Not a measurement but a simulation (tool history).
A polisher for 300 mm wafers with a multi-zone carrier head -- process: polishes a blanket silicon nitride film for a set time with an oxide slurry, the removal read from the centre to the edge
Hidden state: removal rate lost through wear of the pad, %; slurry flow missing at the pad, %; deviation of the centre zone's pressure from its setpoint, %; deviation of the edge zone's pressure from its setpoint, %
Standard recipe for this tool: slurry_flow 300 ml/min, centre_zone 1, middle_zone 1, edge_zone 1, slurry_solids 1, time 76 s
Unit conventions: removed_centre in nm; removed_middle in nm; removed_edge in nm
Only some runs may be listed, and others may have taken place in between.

run	hour	slurry_flow	centre_zone	middle_zone	edge_zone	slurry_solids	time	wafers since the last listed run	wafers polished on this pad	hours since the slurry nozzle was cleaned	hours since the centre zone pressure was calibrated	hours since the edge zone pressure was calibrated	hours since the carrier head's membrane was replaced	incoming thickness of the incoming film, nm	removed_centre	removed_middle	removed_edge
1	0	300	1.05	1	1	0.85	76	0	5232	628.9	674.2	283.6	938.1	409	73.9	68.7	71.5
# hour 75: carrier head's membrane replaced by a new one
2	93.5	300	1	1	0.95	0.85	76	1207	6439	722.4	767.7	377.1	18.5	408.2	69.2	69.6	69.9
# hour 149.7: centre zone pressure recalibrated
# hour 158.2: slurry nozzle cleaned
3	179.5	300	1	0.96	1	0.7	76	1132	7571	21.3	29.8	463.1	104.5	404.6	73	66.7	71.3
4	235	300	1	1	0.96	1	76	756	8328	76.8	85.3	518.6	160	403.8	77.5	75.8	75.6
5	299.2	300	1	1.05	1.08	1	76	875	9204	141	149.5	582.8	224.2	408.7	74.8	77.2	81.2
# hour 358.3: worn pad replaced by a new one
6	393.4	300	1.1	1	1	1	76	1230	479	235.2	243.7	677	318.4	408.8	81.9	75	75.9
# hour 611.5: edge zone pressure recalibrated
7	672.7	300	1	1	1	1	76	3782	4261	514.5	523	61.2	597.7	411.1	71.9	72.7	74.7
8	765.1	300	1	0.96	1	1.2	58	1260	5521	606.9	615.4	153.6	690.1	409.8	58.6	56.1	59.8
9	828.2	260	1.05	0.91	1	1	76	860	6382	670	678.5	216.7	753.2	415.7	75.5	65.5	74
10	866.1	300	1	1	1	1.15	76	516	6899	707.9	716.4	254.6	791.1	410.9	76.7	73.7	78.4
# hour 893.6: slurry nozzle cleaned
# hour 905.3: centre zone pressure recalibrated
11	942.6	300	1	1	1.06	1	50	1002	7901	49	37.3	331.1	867.6	414.6	51.2	49.3	52
12	1018.6	300	1	1.07	1	1	89	1036	8938	125	113.3	407.1	943.6	410.7	90.7	91.8	88.9
13	1073.5	250	1	1	1	1	76	748	9687	179.9	168.2	462	998.5	405	73.7	72.1	74.2
# hour 1106.4: worn pad replaced by a new one
14	1169.3	380	1.04	1	1	1.15	55	1252	858	275.7	264	557.8	1094.3	414.8	59.8	55.9	58.5
# hour 1197.9: carrier head's membrane replaced by a new one
15	1259.3	380	1	1.12	1	1	76	1159	2017	365.7	354	647.8	61.4	414.1	76.3	81.8	75.7
16	1351.9	215	0.93	0.94	1.07	1	76	1262	3280	458.3	446.6	740.4	154	411.5	66.2	65.5	74.8
17	1441.3	300	1	1	1	1	76	1219	4499	547.7	536	829.8	243.4	416.3	73.7	71.8	74.6
# hour 1481.7: edge zone pressure recalibrated
# hour 1678.2: slurry nozzle cleaned
18	1763.5	270	1	1	1.04	0.85	100	4353	8853	85.3	858.2	281.8	565.6	403.9	94.7	94.6	100.2
# hour 1816.4: centre zone pressure recalibrated
19	1861.2	300	1	1	1.09	1	76	1305	10158	183	44.8	379.5	663.3	412.7	76.2	73.8	79
# hour 1908.2: worn pad replaced by a new one
20	1954.9	300	1	1	1	1	76	1223	637	276.7	138.5	473.2	757	409.9	75.1	73.2	75.5
21	1998.5	300	1	1	1	1	76	594	1232	320.3	182.1	516.8	800.6	409.3	74.2	72.3	75.6

What if the next run were any one of these 4? Each begins from the tool's condition after run 21:
A	1998.9	300	1	1	1	1	76	5	1237	320.7	182.5	517.2	801	404.5	?	?	?
B	1998.9	300	1	1	0.91	1	76	5	1237	320.7	182.5	517.2	801	404.5	?	?	?
C	1998.9	395	1	0.93	1	1	76	5	1237	320.7	182.5	517.2	801	404.5	?	?	?
D	1998.9	300	1.11	1	1	1	65	5	1237	320.7	182.5	517.2	801	404.5	?	?	?

run	removed_centre	removed_middle	removed_edge
A	75.4	74.2	76
B	75.4	74.2	72.7
C	78	72	77.9
D	71.2	63.4	65
The same runs, with their run-to-run variation unchanged, on a tool lacking any hidden condition would have given:
run	removed_centre	removed_middle	removed_edge
A	78.7	77.1	78.3
B	78.7	77.1	74.8
C	80.6	74.2	79.7
D	74.3	65.9	66.9

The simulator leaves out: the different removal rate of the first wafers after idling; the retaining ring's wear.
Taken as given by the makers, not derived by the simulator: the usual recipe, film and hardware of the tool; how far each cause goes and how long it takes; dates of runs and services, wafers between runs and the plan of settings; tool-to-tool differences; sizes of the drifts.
